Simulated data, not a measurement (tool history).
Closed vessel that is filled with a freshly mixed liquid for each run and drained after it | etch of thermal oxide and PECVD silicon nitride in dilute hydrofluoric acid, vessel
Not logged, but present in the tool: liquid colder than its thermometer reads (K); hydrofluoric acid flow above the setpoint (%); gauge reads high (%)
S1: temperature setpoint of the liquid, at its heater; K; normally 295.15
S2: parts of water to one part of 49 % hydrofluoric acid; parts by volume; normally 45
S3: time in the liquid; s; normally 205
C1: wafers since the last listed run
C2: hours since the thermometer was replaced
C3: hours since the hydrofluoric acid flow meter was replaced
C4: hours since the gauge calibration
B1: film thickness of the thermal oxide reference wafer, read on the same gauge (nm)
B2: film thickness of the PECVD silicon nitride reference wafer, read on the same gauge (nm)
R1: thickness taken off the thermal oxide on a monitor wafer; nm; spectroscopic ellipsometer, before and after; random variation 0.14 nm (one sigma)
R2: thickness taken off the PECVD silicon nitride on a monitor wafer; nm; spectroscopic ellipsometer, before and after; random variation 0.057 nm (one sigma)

{"run": 1, "day": 0.0, "S1": 295.15, "S2": 45, "S3": 295, "C1": 0, "C2": 867.8, "C3": 682.8, "C4": 56.9, "B1": 100.01, "B2": 99.99, "R1": 26.62, "R2": 9.28}
{"run": 2, "day": 0.867, "S1": 295.15, "S2": 45, "S3": 295, "C1": 1801, "C2": 888.6, "C3": 703.6, "C4": 77.7, "B1": 100.0, "B2": 99.99, "R1": 26.53, "R2": 9.27}
{"run": 3, "day": 2.171, "S1": 296.65, "S2": 45, "S3": 205, "C1": 2710, "C2": 919.9, "C3": 734.9, "C4": 109.0, "B1": 100.05, "B2": 99.99, "R1": 19.63, "R2": 7.12}
{"run": 4, "day": 3.233, "S1": 296.65, "S2": 45, "S3": 205, "C1": 2208, "C2": 945.4, "C3": 760.4, "C4": 134.5, "B1": 100.01, "B2": 100.0, "R1": 19.37, "R2": 6.94}
{"run": 5, "day": 4.117, "S1": 296.65, "S2": 45, "S3": 205, "C1": 1835, "C2": 966.6, "C3": 781.6, "C4": 155.7, "B1": 99.99, "B2": 100.0, "R1": 19.3, "R2": 7.01}
{"run": 6, "day": 5.225, "S1": 295.15, "S2": 35, "S3": 205, "C1": 2303, "C2": 993.2, "C3": 808.2, "C4": 182.3, "B1": 99.98, "B2": 99.99, "R1": 23.68, "R2": 8.02}
{"run": 7, "day": 6.354, "S1": 295.15, "S2": 35, "S3": 205, "C1": 2346, "C2": 1020.3, "C3": 835.3, "C4": 209.4, "B1": 99.98, "B2": 100.0, "R1": 23.63, "R2": 7.97}
{"day": 7.108, "done": "thermometer replaced"}
{"run": 8, "day": 7.296, "S1": 295.15, "S2": 35, "S3": 205, "C1": 1870, "C2": 4.5, "C3": 857.9, "C4": 232.0, "B1": 99.98, "B2": 99.99, "R1": 26.1, "R2": 9.59}
{"run": 9, "day": 8.267, "S1": 295.15, "S2": 45, "S3": 205, "C1": 2017, "C2": 27.8, "C3": 881.2, "C4": 255.3, "B1": 99.98, "B2": 100.01, "R1": 19.95, "R2": 7.49}
{"run": 10, "day": 9.158, "S1": 295.15, "S2": 65, "S3": 145, "C1": 1853, "C2": 49.2, "C3": 902.6, "C4": 276.7, "B1": 99.99, "B2": 99.99, "R1": 9.51, "R2": 3.66}
{"run": 11, "day": 10.554, "S1": 295.15, "S2": 45, "S3": 205, "C1": 2900, "C2": 82.7, "C3": 936.1, "C4": 310.2, "B1": 99.97, "B2": 100.0, "R1": 20.14, "R2": 7.35}
{"day": 11.396, "done": "gauge calibrated"}
{"run": 12, "day": 11.762, "S1": 293.65, "S2": 50, "S3": 150, "C1": 2511, "C2": 111.7, "C3": 965.1, "C4": 8.8, "B1": 99.98, "B2": 100.01, "R1": 12.27, "R2": 4.4}
{"day": 12.179, "done": "hydrofluoric acid flow meter replaced"}
{"run": 13, "day": 12.412, "S1": 297.65, "S2": 45, "S3": 280, "C1": 1264, "C2": 127.3, "C3": 5.6, "C4": 24.4, "B1": 99.99, "B2": 100.0, "R1": 29.96, "R2": 11.9}
{"run": 14, "day": 13.367, "S1": 295.15, "S2": 50, "S3": 245, "C1": 1982, "C2": 150.2, "C3": 28.5, "C4": 47.3, "B1": 99.98, "B2": 99.99, "R1": 21.13, "R2": 7.91}
{"run": 15, "day": 14.192, "S1": 295.15, "S2": 45, "S3": 320, "C1": 1714, "C2": 170.0, "C3": 48.3, "C4": 67.1, "B1": 99.97, "B2": 100.0, "R1": 31.45, "R2": 11.37}
{"run": 16, "day": 15.642, "S1": 296.65, "S2": 45, "S3": 145, "C1": 3013, "C2": 204.8, "C3": 83.1, "C4": 101.9, "B1": 100.01, "B2": 100.0, "R1": 14.77, "R2": 5.66}
{"run": 17, "day": 16.875, "S1": 295.15, "S2": 45, "S3": 205, "C1": 2563, "C2": 234.4, "C3": 112.7, "C4": 131.5, "B1": 99.99, "B2": 100.0, "R1": 19.42, "R2": 7.17}
{"run": 18, "day": 18.142, "S1": 292.15, "S2": 45, "S3": 160, "C1": 2632, "C2": 264.8, "C3": 143.1, "C4": 161.9, "B1": 99.96, "B2": 100.01, "R1": 13.48, "R2": 4.49}
{"run": 19, "day": 19.204, "S1": 297.65, "S2": 40, "S3": 270, "C1": 2208, "C2": 290.3, "C3": 168.6, "C4": 187.4, "B1": 100.02, "B2": 100.0, "R1": 32.29, "R2": 12.45}

The tool's hidden state at each run:
hydrofluoric acid flow above the setpoint (%): 0 in every run
gauge reads high (%): 0 in every run
H1: liquid colder than its thermometer reads (K)
run=1 H1=2.25
run=2 H1=2.31
run=3 H1=2.38
run=4 H1=2.45
run=5 H1=2.5
run=6 H1=2.57
run=7 H1=2.64
run=8 H1=0.104
run=9 H1=0.162
run=10 H1=0.216
run=11 H1=0.3
run=12 H1=0.373
run=13 H1=0.412
run=14 H1=0.47
run=15 H1=0.519
run=16 H1=0.607
run=17 H1=0.681
run=18 H1=0.757
run=19 H1=0.821

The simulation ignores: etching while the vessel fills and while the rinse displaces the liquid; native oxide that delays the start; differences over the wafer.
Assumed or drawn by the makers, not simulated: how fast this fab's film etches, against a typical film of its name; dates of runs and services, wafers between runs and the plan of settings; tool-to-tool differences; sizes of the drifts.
